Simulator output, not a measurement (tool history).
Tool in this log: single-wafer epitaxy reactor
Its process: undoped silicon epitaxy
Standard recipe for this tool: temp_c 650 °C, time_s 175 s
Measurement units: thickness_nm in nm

run    hour  temp_c  time_s  read-back reference wafer on the same gauge, thickness_nm  thickness_nm
  1       0     650     175                                                     23.119         27.04
  2    87.6     650     175                                                     23.099        26.898
  3   162.7     650     175                                                     23.102        26.738
  4   202.3     650     175                                                     23.071        26.879
  5   267.2     650     175                                                     23.096        26.771
  6   318.1     650     175                                                       23.1         26.71
  7   361.1     650     175                                                     23.114        26.769
  8     447     650     175                                                       23.1        26.601
      463.3  -- gauge calibrated
      493.8  -- pyrometer calibrated
  9     498     650     175                                                     23.124         27.43
 10   570.7     650     175                                                     23.094        27.537
 11   663.1     650     156                                                     23.094        24.513
 12   720.8     650     175                                                      23.12        27.709
 13   813.5     662     175                                                     23.094        34.745
 14   884.2     650     166                                                     23.088        26.022
 15   981.7     650     175                                                     23.121        27.537
 16  1086.1     660     207                                                     23.106        39.637
 17  1129.4     645     199                                                      23.12        28.312
 18  1206.8     663     187                                                     23.135        37.601
 19  1254.2     637     175                                                     23.053        21.223

What if the next run were any one of these 3? Each begins from the tool's condition after run 19:
  A  1254.6     650     144                                                          ?             ?
  B  1254.6     657     156                                                          ?             ?
  C  1254.6     650     206                                                          ?             ?

run  read-back reference wafer on the same gauge, thickness_nm  thickness_nm
  A                                                     23.087        22.551
  B                                                     23.087        28.009
  C                                                     23.087         32.26
Without the tool's hidden state the same runs would have given:
run  thickness_nm
  A        22.773
  B        28.282
  C        32.579

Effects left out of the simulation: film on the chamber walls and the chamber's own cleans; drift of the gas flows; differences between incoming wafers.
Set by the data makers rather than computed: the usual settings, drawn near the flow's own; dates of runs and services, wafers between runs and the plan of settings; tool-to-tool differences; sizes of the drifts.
